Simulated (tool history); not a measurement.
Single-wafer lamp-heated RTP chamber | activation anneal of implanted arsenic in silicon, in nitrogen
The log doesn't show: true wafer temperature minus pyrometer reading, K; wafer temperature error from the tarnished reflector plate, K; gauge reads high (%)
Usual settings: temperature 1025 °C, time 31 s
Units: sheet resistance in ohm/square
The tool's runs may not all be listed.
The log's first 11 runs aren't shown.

| run | hour | temperature | time | wafers since the last listed run | wafers since the last pyrometer calibration | wafers since the reflector plate was cleaned | hours since the gauge calibration | read-back reference wafer on the same gauge, sheet resistance | sheet resistance |
|---|---|---|---|---|---|---|---|---|---|
| 12 | 262.1 | 1002 | 41 | 417 | 4162 | 1557 | 303.9 | 209.69 | 190.57 |
| 13 | 281.0 | 1002 | 41 | 258 | 4421 | 1816 | 322.8 | 209.94 | 190.76 |
|  | 300.7 | pyrometer window cleaned and pyrometer calibrated |
| 14 | 301.2 | 1002 | 41 | 167 | 7 | 1984 | 343.0 | 209.99 | 189.86 |
| 15 | 323.7 | 1032 | 26 | 308 | 315 | 2292 | 365.5 | 210.23 | 187.57 |
| 16 | 337.0 | 1032 | 26 | 182 | 497 | 2474 | 378.8 | 210.18 | 188.83 |
| 17 | 369.2 | 1045 | 24 | 441 | 939 | 2915 | 411.0 | 210.70 | 185.31 |
|  | 385.3 | reflector plate cleaned |
| 18 | 385.8 | 1055 | 41 | 117 | 1056 | 6 | 427.6 | 210.80 | 175.19 |
| 19 | 413.9 | 1004 | 15 | 385 | 1441 | 391 | 455.7 | 211.11 | 205.01 |
| 20 | 428.3 | 1025 | 31 | 197 | 1639 | 588 | 470.1 | 211.08 | 186.68 |
|  | 454.6 | gauge calibrated |
| 21 | 461.2 | 1049 | 48 | 450 | 2090 | 1039 | 6.6 | 206.88 | 171.73 |
| 22 | 491.9 | 1005 | 18 | 420 | 2510 | 1460 | 37.3 | 206.94 | 197.11 |
| 23 | 505.5 | 1009 | 31 | 186 | 2697 | 1646 | 50.9 | 207.23 | 189.60 |
| 24 | 536.1 | 1025 | 22 | 419 | 3116 | 2066 | 81.5 | 207.38 | 188.38 |
| 25 | 558.6 | 1050 | 18 | 308 | 3424 | 2374 | 104.0 | 207.46 | 184.92 |
| 26 | 571.3 | 1004 | 31 | 174 | 3598 | 2548 | 116.7 | 207.82 | 191.88 |
| 27 | 597.2 | 1055 | 31 | 354 | 3953 | 2903 | 142.6 | 207.88 | 175.23 |
|  | 605.8 | pyrometer window cleaned and pyrometer calibrated |
| 28 | 612.6 | 1025 | 31 | 101 | 92 | 3004 | 158.0 | 208.03 | 184.78 |
|  | 631.4 | reflector plate cleaned |
| 29 | 639.2 | 1002 | 20 | 254 | 347 | 107 | 184.6 | 208.23 | 197.98 |
| 30 | 673.1 | 1011 | 48 | 464 | 812 | 572 | 218.5 | 208.26 | 185.02 |
| 31 | 751.8 | 1015 | 31 | 1078 | 1890 | 1650 | 297.2 | 209.39 | 189.86 |
| 32 | 785.3 | 1005 | 39 | 459 | 2349 | 2109 | 330.7 | 209.46 | 190.19 |
| 33 | 808.0 | 1025 | 31 | 311 | 2660 | 2420 | 353.4 | 209.67 | 186.59 |
| 34 | 829.3 | 1025 | 31 | 291 | 2952 | 2712 | 374.7 | 209.67 | 187.60 |
|  | 862.6 | reflector plate cleaned |
| 35 | 863.1 | 1011 | 37 | 353 | 3305 | 6 | 408.5 | 209.95 | 189.36 |

5 ways to go on from here, each from the tool as it stands after run 35. What would each give?
| A | 863.5 | 1052 | 31 | 5 | 3311 | 12 | 408.9 | ? | ? |
| B | 863.5 | 1039 | 49 | 5 | 3311 | 12 | 408.9 | ? | ? |
| C | 863.5 | 1003 | 31 | 5 | 3311 | 12 | 408.9 | ? | ? |
| D | 863.5 | 1041 | 31 | 5 | 3311 | 12 | 408.9 | ? | ? |
| E | 863.5 | 1052 | 24 | 5 | 3311 | 12 | 408.9 | ? | ? |

| run | read-back reference wafer on the same gauge, sheet resistance | sheet resistance |
|---|---|---|
| A | 210.10 | 177.45 |
| B | 210.10 | 175.16 |
| C | 210.10 | 193.31 |
| D | 210.10 | 180.72 |
| E | 210.10 | 180.92 |
Without the tool's hidden state the same runs would have given:
| run | sheet resistance |
|---|---|
| A | 174.86 |
| B | 172.60 |
| C | 190.48 |
| D | 178.08 |
| E | 178.27 |
